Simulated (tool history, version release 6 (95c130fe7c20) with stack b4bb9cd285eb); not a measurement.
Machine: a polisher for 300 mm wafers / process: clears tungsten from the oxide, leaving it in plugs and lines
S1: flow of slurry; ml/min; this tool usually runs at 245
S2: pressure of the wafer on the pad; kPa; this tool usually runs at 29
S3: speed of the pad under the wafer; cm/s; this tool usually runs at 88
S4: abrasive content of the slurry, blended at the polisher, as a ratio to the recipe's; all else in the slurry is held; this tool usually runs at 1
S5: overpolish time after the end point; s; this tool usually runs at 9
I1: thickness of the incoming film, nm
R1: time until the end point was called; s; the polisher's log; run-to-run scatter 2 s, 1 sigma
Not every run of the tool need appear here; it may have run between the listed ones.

run 1 hour=0 | S1=290 S2=29 S3=88 S4=1 S5=9 | I1=426.4 | R1=117.5
run 2 hour=64.9 | S1=245 S2=32.4 S3=88 S4=1 S5=9 | I1=434.2 | R1=104.4
run 3 hour=152.2 | S1=245 S2=32.4 S3=88 S4=1 S5=9 | I1=429.4 | R1=103.9
-- hour=165.2 head pressure recalibrated
-- hour=214.9 slurry nozzle cleaned
run 4 hour=228 | S1=245 S2=32.4 S3=88 S4=1 S5=9 | I1=428.7 | R1=106.2
run 5 hour=318.9 | S1=220 S2=29 S3=88 S4=1 S5=9 | I1=431 | R1=126.2
run 6 hour=362.7 | S1=245 S2=35.2 S3=70 S4=1 S5=9 | I1=427.4 | R1=131
run 7 hour=406.7 | S1=245 S2=35.2 S3=70 S4=1 S5=9 | I1=425.9 | R1=129.2
-- hour=411.8 worn pad replaced by a new one
-- hour=433 slurry blender recalibrated
-- hour=445.8 slurry tank refilled with fresh slurry and peroxide
run 8 hour=544.4 | S1=245 S2=29 S3=88 S4=1 S5=8 | I1=430.9 | R1=117.4
run 9 hour=601.2 | S1=280 S2=37.2 S3=98 S4=0.8 S5=9 | I1=423.5 | R1=86.5
-- hour=646.2 head pressure recalibrated
run 10 hour=685.5 | S1=325 S2=36.5 S3=114 S4=1 S5=5 | I1=424.9 | R1=70.3
-- hour=689.9 slurry nozzle cleaned
run 11 hour=734.9 | S1=210 S2=29 S3=88 S4=1 S5=9 | I1=434.4 | R1=121.5
run 12 hour=827.9 | S1=245 S2=31.7 S3=108 S4=1 S5=5 | I1=426.6 | R1=91.3
run 13 hour=900.7 | S1=245 S2=29 S3=104 S4=1.3 S5=9 | I1=428.2 | R1=98.2
-- hour=939.7 slurry blender recalibrated
-- hour=942.5 worn pad replaced by a new one
run 14 hour=943 | S1=245 S2=29 S3=88 S4=1 S5=8 | I1=425.5 | R1=114.1
-- hour=964.4 slurry tank refilled with fresh slurry and peroxide
run 15 hour=1011.3 | S1=245 S2=20.7 S3=100 S4=1.2 S5=6 | I1=431.5 | R1=134.8
run 16 hour=1072.6 | S1=245 S2=32.4 S3=88 S4=1.25 S5=9 | I1=426.6 | R1=94.7
run 17 hour=1111.4 | S1=290 S2=29 S3=88 S4=1 S5=9 | I1=424.8 | R1=112.5
run 18 hour=1161 | S1=325 S2=22.1 S3=70 S4=1 S5=9 | I1=428.1 | R1=189.4
-- hour=1200.9 head pressure recalibrated
run 19 hour=1269.9 | S1=245 S2=29 S3=68 S4=1 S5=13 | I1=429.7 | R1=156.9
run 20 hour=1307.3 | S1=245 S2=29 S3=88 S4=1 S5=9 | I1=427 | R1=123
-- hour=1315.3 slurry nozzle cleaned
-- hour=1415 worn pad replaced by a new one
-- hour=1490.2 slurry blender recalibrated
run 21 hour=1509.7 | S1=245 S2=29 S3=112 S4=1 S5=5 | I1=428.2 | R1=90
-- hour=1557.6 slurry tank refilled with fresh slurry and peroxide
run 22 hour=1577.3 | S1=245 S2=29 S3=88 S4=1 S5=11 | I1=429.6 | R1=116.7

Run 23, settings as shown, results not yet in. Your forecast:
run 23 hour=1614.9 | S1=245 S2=35.2 S3=70 S4=1 S5=9 | I1=427.2 | R1=?

R1: 118 s
With the hidden condition absent and the run-to-run variation left alone, this run would have shown R1 112.4 s.
